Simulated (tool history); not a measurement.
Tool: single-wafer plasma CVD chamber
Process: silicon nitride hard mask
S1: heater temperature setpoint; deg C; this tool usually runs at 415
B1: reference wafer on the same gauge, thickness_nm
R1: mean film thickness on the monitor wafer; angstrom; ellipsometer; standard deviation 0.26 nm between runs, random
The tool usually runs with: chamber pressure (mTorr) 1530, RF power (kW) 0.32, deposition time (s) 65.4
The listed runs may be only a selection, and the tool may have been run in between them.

{"run": 1, "hour": 0.0, "S1": 415, "chamber pressure (mTorr)": 1530, "RF power (kW)": 0.32, "deposition time (s)": 65.4, "B1": 75.231, "R1": 889.24}
{"run": 2, "hour": 16.4, "S1": 415, "chamber pressure (mTorr)": 1530, "RF power (kW)": 0.32, "deposition time (s)": 65.4, "B1": 75.174, "R1": 891.76}
{"run": 3, "hour": 25.9, "S1": 425, "chamber pressure (mTorr)": 1530, "RF power (kW)": 0.32, "deposition time (s)": 65.4, "B1": 75.176, "R1": 883.52}
{"hour": 35.3, "done": "thermocouple changed; heater temperature recalibrated"}
{"run": 4, "hour": 35.8, "S1": 425, "chamber pressure (mTorr)": 1530, "RF power (kW)": 0.32, "deposition time (s)": 65.4, "B1": 75.19, "R1": 883.16}
{"run": 5, "hour": 49.1, "S1": 425, "chamber pressure (mTorr)": 1530, "RF power (kW)": 0.32, "deposition time (s)": 65.4, "B1": 75.132, "R1": 880.14}
{"run": 6, "hour": 55.9, "S1": 421, "chamber pressure (mTorr)": 1320, "RF power (kW)": 0.32, "deposition time (s)": 65.4, "B1": 75.118, "R1": 859.75}
{"hour": 68.3, "done": "RF generator calibrated"}
{"run": 7, "hour": 68.8, "S1": 421, "chamber pressure (mTorr)": 1320, "RF power (kW)": 0.32, "deposition time (s)": 65.4, "B1": 75.259, "R1": 840.39}
{"run": 8, "hour": 75.6, "S1": 415, "chamber pressure (mTorr)": 1530, "RF power (kW)": 0.32, "deposition time (s)": 65.4, "B1": 75.093, "R1": 870.49}
{"run": 9, "hour": 93.2, "S1": 415, "chamber pressure (mTorr)": 1530, "RF power (kW)": 0.32, "deposition time (s)": 65.4, "B1": 75.222, "R1": 868.36}
{"run": 10, "hour": 103.6, "S1": 415, "chamber pressure (mTorr)": 1880, "RF power (kW)": 0.32, "deposition time (s)": 58.9, "B1": 75.245, "R1": 814.95}
{"hour": 118.8, "done": "capacitance manometer re-zeroed and calibrated"}
{"run": 11, "hour": 119.3, "S1": 415, "chamber pressure (mTorr)": 1530, "RF power (kW)": 0.32, "deposition time (s)": 62, "B1": 75.201, "R1": 821.3}
{"hour": 128.2, "done": "showerhead replaced"}
{"run": 12, "hour": 133.2, "S1": 415, "chamber pressure (mTorr)": 1530, "RF power (kW)": 0.32, "deposition time (s)": 65.4, "B1": 75.26, "R1": 866.27}
{"run": 13, "hour": 140.8, "S1": 415, "chamber pressure (mTorr)": 1530, "RF power (kW)": 0.32, "deposition time (s)": 65.4, "B1": 75.106, "R1": 863.75}
{"run": 14, "hour": 157.7, "S1": 415, "chamber pressure (mTorr)": 1180, "RF power (kW)": 0.32, "deposition time (s)": 65.4, "B1": 75.257, "R1": 818.79}
{"run": 15, "hour": 165.3, "S1": 415, "chamber pressure (mTorr)": 1530, "RF power (kW)": 0.34, "deposition time (s)": 65.4, "B1": 75.088, "R1": 891.12}
{"hour": 180.2, "done": "RF generator calibrated, repeated, since the last time left the tool worse"}
{"run": 16, "hour": 180.7, "S1": 425, "chamber pressure (mTorr)": 1530, "RF power (kW)": 0.27, "deposition time (s)": 65.4, "B1": 75.252, "R1": 826.76}
{"run": 17, "hour": 189.9, "S1": 415, "chamber pressure (mTorr)": 1530, "RF power (kW)": 0.32, "deposition time (s)": 65.4, "B1": 75.122, "R1": 910.21}
{"run": 18, "hour": 206.2, "S1": 415, "chamber pressure (mTorr)": 1900, "RF power (kW)": 0.32, "deposition time (s)": 65.4, "B1": 75.239, "R1": 947.12}
{"run": 19, "hour": 212.2, "S1": 415, "chamber pressure (mTorr)": 1900, "RF power (kW)": 0.38, "deposition time (s)": 65.4, "B1": 75.224, "R1": 1036.61}
{"hour": 215.8, "done": "gauge calibrated"}
{"run": 20, "hour": 239.9, "S1": 415, "chamber pressure (mTorr)": 1870, "RF power (kW)": 0.345, "deposition time (s)": 65.4, "B1": 75.153, "R1": 982.3}
{"run": 21, "hour": 246.0, "S1": 420, "chamber pressure (mTorr)": 1770, "RF power (kW)": 0.365, "deposition time (s)": 57, "B1": 75.183, "R1": 864.64}
{"run": 22, "hour": 263.2, "S1": 415, "chamber pressure (mTorr)": 1530, "RF power (kW)": 0.295, "deposition time (s)": 72.6, "B1": 75.193, "R1": 957.68}
{"run": 23, "hour": 272.3, "S1": 415, "chamber pressure (mTorr)": 1530, "RF power (kW)": 0.32, "deposition time (s)": 65.4, "B1": 75.249, "R1": 908.19}
{"run": 24, "hour": 280.6, "S1": 415, "chamber pressure (mTorr)": 1530, "RF power (kW)": 0.32, "deposition time (s)": 65.4, "B1": 75.241, "R1": 908.18}
{"run": 25, "hour": 290.9, "S1": 415, "chamber pressure (mTorr)": 1530, "RF power (kW)": 0.32, "deposition time (s)": 65.4, "B1": 75.219, "R1": 908.45}
{"run": 26, "hour": 308.5, "S1": 425, "chamber pressure (mTorr)": 1530, "RF power (kW)": 0.32, "deposition time (s)": 65.4, "B1": 75.231, "R1": 899.75}
{"run": 27, "hour": 322.7, "S1": 425, "chamber pressure (mTorr)": 1170, "RF power (kW)": 0.37, "deposition time (s)": 60.7, "B1": 75.161, "R1": 856.12}
{"run": 28, "hour": 335.5, "S1": 419, "chamber pressure (mTorr)": 1150, "RF power (kW)": 0.37, "deposition time (s)": 58.4, "B1": 75.301, "R1": 824.01}
{"run": 29, "hour": 345.2, "S1": 422, "chamber pressure (mTorr)": 1530, "RF power (kW)": 0.36, "deposition time (s)": 65.4, "B1": 75.233, "R1": 961.85}

What if the next run were any one of these 4? Each begins from the tool's condition after run 29:
{"run": "A", "hour": 345.6, "S1": 415, "chamber pressure (mTorr)": 1530, "RF power (kW)": 0.32, "deposition time (s)": 65.4, "B1": "?", "R1": "?"}
{"run": "B", "hour": 345.6, "S1": 415, "chamber pressure (mTorr)": 1530, "RF power (kW)": 0.32, "deposition time (s)": 52.8, "B1": "?", "R1": "?"}
{"run": "C", "hour": 345.6, "S1": 415, "chamber pressure (mTorr)": 1530, "RF power (kW)": 0.28, "deposition time (s)": 56.4, "B1": "?", "R1": "?"}
{"run": "D", "hour": 345.6, "S1": 415, "chamber pressure (mTorr)": 1850, "RF power (kW)": 0.28, "deposition time (s)": 65.4, "B1": "?", "R1": "?"}

run=A B1=75.08 R1=900.48
run=B B1=75.08 R1=727.26
run=C B1=75.08 R1=723.35
run=D B1=75.08 R1=870.69
Take away the tool's hidden state, keep each run's random variation, and the runs would have read:
run=A R1=912.08
run=B R1=736.63
run=C R1=732.96
run=D R1=882.26

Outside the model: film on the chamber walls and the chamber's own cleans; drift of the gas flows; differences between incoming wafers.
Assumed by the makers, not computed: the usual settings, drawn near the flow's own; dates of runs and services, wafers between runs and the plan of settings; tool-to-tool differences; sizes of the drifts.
